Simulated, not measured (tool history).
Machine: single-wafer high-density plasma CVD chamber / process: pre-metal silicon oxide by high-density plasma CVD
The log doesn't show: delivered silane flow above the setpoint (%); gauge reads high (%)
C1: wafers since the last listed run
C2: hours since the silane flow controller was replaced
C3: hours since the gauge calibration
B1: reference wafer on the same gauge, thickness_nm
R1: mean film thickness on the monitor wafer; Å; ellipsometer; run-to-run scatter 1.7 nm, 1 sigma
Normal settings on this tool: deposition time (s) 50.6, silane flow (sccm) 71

run 1 hour=0 | deposition_time_(s)=58 silane_flow_(sccm)=81 | C1=0 C2=3035 C3=826.3 | B1=400.503 | R1=4580.29
run 2 hour=184.3 | deposition_time_(s)=58 silane_flow_(sccm)=81 | C1=5293 C2=3219.3 C3=1010.6 | B1=399.372 | R1=4562.11
run 3 hour=216.1 | deposition_time_(s)=54.3 silane_flow_(sccm)=64 | C1=913 C2=3251.1 C3=1042.4 | B1=399.939 | R1=3411.89
run 4 hour=271.7 | deposition_time_(s)=44.2 silane_flow_(sccm)=64 | C1=1596 C2=3306.7 C3=1098 | B1=399.935 | R1=2779.17
run 5 hour=308.6 | deposition_time_(s)=50.6 silane_flow_(sccm)=71 | C1=1059 C2=3343.6 C3=1134.9 | B1=400.129 | R1=3544.94
run 6 hour=351.7 | deposition_time_(s)=50.6 silane_flow_(sccm)=71 | C1=1237 C2=3386.7 C3=1178 | B1=399.973 | R1=3502.62
run 7 hour=418.6 | deposition_time_(s)=50.6 silane_flow_(sccm)=71 | C1=1921 C2=3453.6 C3=1244.9 | B1=399.687 | R1=3504.48
run 8 hour=483.8 | deposition_time_(s)=50.6 silane_flow_(sccm)=71 | C1=1872 C2=3518.8 C3=1310.1 | B1=399.793 | R1=3491.45
run 9 hour=542.9 | deposition_time_(s)=50.6 silane_flow_(sccm)=71 | C1=1697 C2=3577.9 C3=1369.2 | B1=400.216 | R1=3478.39
run 10 hour=583.2 | deposition_time_(s)=50.6 silane_flow_(sccm)=71 | C1=1157 C2=3618.2 C3=1409.5 | B1=399.51 | R1=3497.74
run 11 hour=640.8 | deposition_time_(s)=54.7 silane_flow_(sccm)=71 | C1=1654 C2=3675.8 C3=1467.1 | B1=399.897 | R1=3802
run 12 hour=700.5 | deposition_time_(s)=50.6 silane_flow_(sccm)=71 | C1=1714 C2=3735.5 C3=1526.8 | B1=400.177 | R1=3498.46
run 13 hour=747.4 | deposition_time_(s)=50.6 silane_flow_(sccm)=71 | C1=1347 C2=3782.4 C3=1573.7 | B1=399.66 | R1=3488.51
run 14 hour=782.7 | deposition_time_(s)=50.6 silane_flow_(sccm)=65 | C1=1013 C2=3817.7 C3=1609 | B1=400.191 | R1=3212.58
run 15 hour=854.7 | deposition_time_(s)=53.4 silane_flow_(sccm)=59 | C1=2068 C2=3889.7 C3=1681 | B1=400.016 | R1=3079.53
run 16 hour=892.2 | deposition_time_(s)=42.3 silane_flow_(sccm)=63 | C1=1077 C2=3927.2 C3=1718.5 | B1=399.995 | R1=2620.93
run 17 hour=945.5 | deposition_time_(s)=58.5 silane_flow_(sccm)=71 | C1=1530 C2=3980.5 C3=1771.8 | B1=399.971 | R1=4066.24
run 18 hour=982.7 | deposition_time_(s)=57.8 silane_flow_(sccm)=58 | C1=1068 C2=4017.7 C3=1809 | B1=399.939 | R1=3308.3
run 19 hour=1022.1 | deposition_time_(s)=50.6 silane_flow_(sccm)=71 | C1=1131 C2=4057.1 C3=1848.4 | B1=399.63 | R1=3489.01
run 20 hour=1062.3 | deposition_time_(s)=50.6 silane_flow_(sccm)=71 | C1=1154 C2=4097.3 C3=1888.6 | B1=399.531 | R1=3501.29
run 21 hour=1103.2 | deposition_time_(s)=60.1 silane_flow_(sccm)=62 | C1=1174 C2=4138.2 C3=1929.5 | B1=400.277 | R1=3651.79
run 22 hour=1170.7 | deposition_time_(s)=59.9 silane_flow_(sccm)=84 | C1=1938 C2=4205.7 C3=1997 | B1=399.768 | R1=4886.85
-- hour=1183.8 silane flow controller replaced
-- hour=1206.4 gauge calibrated
run 23 hour=1217.8 | deposition_time_(s)=56.2 silane_flow_(sccm)=64 | C1=1123 C2=34 C3=11.4 | B1=400.237 | R1=3716.15
run 24 hour=1267 | deposition_time_(s)=54.4 silane_flow_(sccm)=78 | C1=1413 C2=83.2 C3=60.6 | B1=400.442 | R1=4334.35
run 25 hour=1330.4 | deposition_time_(s)=50.6 silane_flow_(sccm)=76 | C1=1821 C2=146.6 C3=124 | B1=400.148 | R1=3930.64
run 26 hour=1391 | deposition_time_(s)=44.2 silane_flow_(sccm)=64 | C1=1740 C2=207.2 C3=184.6 | B1=400.37 | R1=2908.83
run 27 hour=1416.4 | deposition_time_(s)=50.6 silane_flow_(sccm)=71 | C1=729 C2=232.6 C3=210 | B1=399.465 | R1=3683.76
run 28 hour=1486.3 | deposition_time_(s)=50.6 silane_flow_(sccm)=71 | C1=2007 C2=302.5 C3=279.9 | B1=399.902 | R1=3669.51
run 29 hour=1529.5 | deposition_time_(s)=42.3 silane_flow_(sccm)=76 | C1=1240 C2=345.7 C3=323.1 | B1=399.607 | R1=3242.31

Below are 4 alternative next runs, each starting from the tool's condition after run 29. Predict each:
run A hour=1529.9 | deposition_time_(s)=50.6 silane_flow_(sccm)=71 | C1=11 C2=346.1 C3=323.5 | B1=? | R1=?
run B hour=1529.9 | deposition_time_(s)=42.8 silane_flow_(sccm)=83 | C1=11 C2=346.1 C3=323.5 | B1=? | R1=?
run C hour=1529.9 | deposition_time_(s)=44.3 silane_flow_(sccm)=60 | C1=11 C2=346.1 C3=323.5 | B1=? | R1=?
run D hour=1529.9 | deposition_time_(s)=56.8 silane_flow_(sccm)=79 | C1=11 C2=346.1 C3=323.5 | B1=? | R1=?

run=A B1=399.824 R1=3654.92
run=B B1=399.824 R1=3586.51
run=C B1=399.824 R1=2730.2
run=D B1=399.824 R1=4540.7
With no hidden state in the tool, these same runs would have given:
run=A R1=3693.16
run=B R1=3624.04
run=C R1=2758.77
run=D R1=4588.21
